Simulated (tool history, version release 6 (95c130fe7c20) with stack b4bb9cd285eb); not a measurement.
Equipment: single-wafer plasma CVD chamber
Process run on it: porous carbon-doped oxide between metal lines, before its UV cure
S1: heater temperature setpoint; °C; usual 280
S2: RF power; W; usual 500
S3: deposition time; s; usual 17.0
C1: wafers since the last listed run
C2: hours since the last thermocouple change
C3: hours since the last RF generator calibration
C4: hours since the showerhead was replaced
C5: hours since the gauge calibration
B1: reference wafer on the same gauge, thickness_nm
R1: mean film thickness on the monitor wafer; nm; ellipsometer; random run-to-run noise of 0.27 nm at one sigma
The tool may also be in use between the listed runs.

run,day,S1,S2,S3,C1,C2,C3,C4,C5,B1,R1
1,0.000,280,420,17.0,0,1075.9,1430.8,3054.2,561.4,105.999,85.136
2,0.854,280,500,17.0,358,1096.4,1451.3,3074.7,581.9,106.042,103.706
3,1.471,280,500,17.0,259,1111.2,1466.1,3089.5,596.7,106.020,103.377
4,2.804,280,500,17.0,560,1143.2,1498.1,3121.5,628.7,106.064,103.655
5,3.454,280,500,17.0,273,1158.8,1513.7,3137.1,644.3,105.968,102.848
6,4.021,291,500,17.0,238,1172.4,1527.3,3150.7,657.9,106.016,97.376
7,4.550,291,500,17.0,222,1185.1,1540.0,3163.4,670.6,106.040,96.921
8,5.575,291,500,17.0,430,1209.7,1564.6,3188.0,695.2,106.046,96.701
9,6.896,280,500,18.1,554,1241.4,1596.3,3219.7,726.9,106.008,109.730
10,7.475,280,500,18.1,243,1255.3,1610.2,3233.6,740.8,105.903,109.702
# day 8.417: thermocouple changed; heater temperature recalibrated
11,8.488,280,500,17.0,285,1.7,1634.5,3257.9,765.1,106.060,102.681
12,9.396,280,560,17.0,381,23.5,1656.3,3279.7,786.9,105.961,114.312
13,10.046,280,560,17.0,273,39.1,1671.9,3295.3,802.5,106.093,115.094
14,10.600,280,560,17.0,232,52.4,1685.2,3308.6,815.8,106.034,114.506
15,11.517,286,550,19.5,385,74.4,1707.2,3330.6,837.8,105.989,123.875
16,12.908,280,500,19.8,584,107.8,1740.6,3364.0,871.2,106.090,119.281
17,14.288,274,500,17.0,579,140.9,1773.7,3397.1,904.3,106.026,105.993
18,15.167,280,420,14.5,369,162.0,1794.8,3418.2,925.4,105.987,72.020
19,16.088,291,500,17.0,386,184.1,1816.9,3440.3,947.5,105.932,96.187
20,16.917,280,500,17.0,348,204.0,1836.8,3460.2,967.4,106.046,102.199
21,18.079,269,585,17.0,488,231.9,1864.7,3488.1,995.3,106.047,126.278
22,19.346,290,500,17.9,532,262.3,1895.1,3518.5,1025.7,106.011,101.930
# day 21.075: showerhead replaced
23,21.096,271,465,15.6,595,304.3,1937.1,0.5,1067.7,106.007,91.337
24,21.775,280,560,15.5,285,320.6,1953.4,16.8,1084.0,106.025,103.256
# day 22.354: RF generator calibrated
25,22.750,280,425,17.0,269,344.0,9.5,40.2,1107.4,105.885,87.315
# day 23.146: gauge calibrated
26,23.567,275,545,14.4,343,363.6,29.1,59.8,10.1,105.931,99.413
27,24.675,265,570,18.5,465,390.2,55.7,86.4,36.7,105.995,140.035

Expected results for the next run?
28,25.754,280,500,17.0,453,416.1,81.6,112.3,62.6,?,?

{"run 28": {"B1": 106.057, "R1": 104.69}}
The same run, on a tool lacking any hidden state, would have yielded R1 105.054 nm.
